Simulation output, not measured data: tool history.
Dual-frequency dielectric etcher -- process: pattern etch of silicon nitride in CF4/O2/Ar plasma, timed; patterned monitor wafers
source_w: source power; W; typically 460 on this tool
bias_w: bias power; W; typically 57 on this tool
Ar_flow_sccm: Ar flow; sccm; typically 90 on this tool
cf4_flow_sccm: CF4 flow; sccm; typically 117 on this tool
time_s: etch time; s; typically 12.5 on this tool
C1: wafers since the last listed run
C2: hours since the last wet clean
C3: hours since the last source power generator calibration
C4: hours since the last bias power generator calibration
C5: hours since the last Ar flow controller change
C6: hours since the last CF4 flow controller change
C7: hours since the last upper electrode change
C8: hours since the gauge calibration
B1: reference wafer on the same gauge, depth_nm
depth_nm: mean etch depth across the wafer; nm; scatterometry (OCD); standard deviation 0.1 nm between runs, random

Run 1, day 0: usual settings; C1 0; C2 32.2; C3 2027.5; C4 3097.3; C5 2179.2; C6 55.7; C7 2022.2; C8 42.1; B1 23.42. Result: depth_nm 23.33 nm.
Run 2, day 0.288: usual settings but source_w 360 W, bias_w 64 W, time_s 11 s; C1 95; C2 39.1; C3 2034.4; C4 3104.2; C5 2186.1; C6 62.6; C7 2029.1; C8 49; B1 23.4. Result: depth_nm 16.84 nm.
Run 3, day 0.962: usual settings but bias_w 62 W, Ar_flow_sccm 104 sccm, time_s 16 s; C1 223; C2 55.3; C3 2050.6; C4 3120.4; C5 2202.3; C6 78.8; C7 2045.3; C8 65.2; B1 23.39. Result: depth_nm 31 nm.
At day 1.333: source power generator calibrated.
Run 4, day 1.371: usual settings but source_w 520 W, Ar_flow_sccm 83 sccm, time_s 15.5 s; C1 80; C2 65.1; C3 0.9; C4 3130.2; C5 2212.1; C6 88.6; C7 2055.1; C8 75; B1 23.39. Result: depth_nm 33.41 nm.
At day 2.217: bias power generator calibrated.
Run 5, day 2.238: usual settings but source_w 370 W, bias_w 44 W, cf4_flow_sccm 101 sccm, time_s 10.5 s; C1 231; C2 85.9; C3 21.7; C4 0.5; C5 2232.9; C6 109.4; C7 2075.9; C8 95.8; B1 23.42. Result: depth_nm 13.33 nm.
Run 6, day 2.65: usual settings but bias_w 47 W; C1 136; C2 95.8; C3 31.6; C4 10.4; C5 2242.8; C6 119.3; C7 2085.8; C8 105.7; B1 23.4. Result: depth_nm 21.4 nm.
Run 7, day 2.917: usual settings but source_w 390 W, cf4_flow_sccm 139 sccm; C1 88; C2 102.2; C3 38; C4 16.8; C5 2249.2; C6 125.7; C7 2092.2; C8 112.1; B1 23.42. Result: depth_nm 19.98 nm.
At day 4.054: upper electrode replaced.
Run 8, day 4.075: usual settings but Ar_flow_sccm 74 sccm; C1 52; C2 130; C3 65.8; C4 44.6; C5 2277; C6 153.5; C7 0.5; C8 139.9; B1 23.4. Result: depth_nm 23.74 nm.
Run 9, day 4.088: usual settings; C1 4; C2 130.3; C3 66.1; C4 44.9; C5 2277.3; C6 153.8; C7 0.8; C8 140.2; B1 23.39. Result: depth_nm 23.38 nm.
Run 10, day 4.321: usual settings but bias_w 46 W, Ar_flow_sccm 99 sccm, cf4_flow_sccm 129 sccm; C1 77; C2 135.9; C3 71.7; C4 50.5; C5 2282.9; C6 159.4; C7 6.4; C8 145.8; B1 23.4. Result: depth_nm 21.27 nm.
Run 11, day 4.992: usual settings but source_w 580 W, bias_w 64 W, Ar_flow_sccm 109 sccm, time_s 14 s; C1 222; C2 152; C3 87.8; C4 66.6; C5 2299; C6 175.5; C7 22.5; C8 161.9; B1 23.4. Result: depth_nm 34.96 nm.
Run 12, day 5.504: usual settings but time_s 15 s; C1 169; C2 164.3; C3 100.1; C4 78.9; C5 2311.3; C6 187.8; C7 34.8; C8 174.2; B1 23.4. Result: depth_nm 28.17 nm.

Run 13 comes next. What will it give?
At day 6.371: Ar flow controller replaced.
Run 13, day 7.675: usual settings but source_w 570 W, bias_w 65 W, cf4_flow_sccm 132 sccm, time_s 9 s; C1 636; C2 216.4; C3 152.2; C4 131; C5 31.3; C6 239.9; C7 86.9; C8 226.3; B1 ?. Result: depth_nm ?.

{"run 13": {"B1": 23.4, "depth_nm": 22.92}}
On a tool with no hidden condition, and with the same random variation, this run would have come out at depth_nm 22.92 nm.
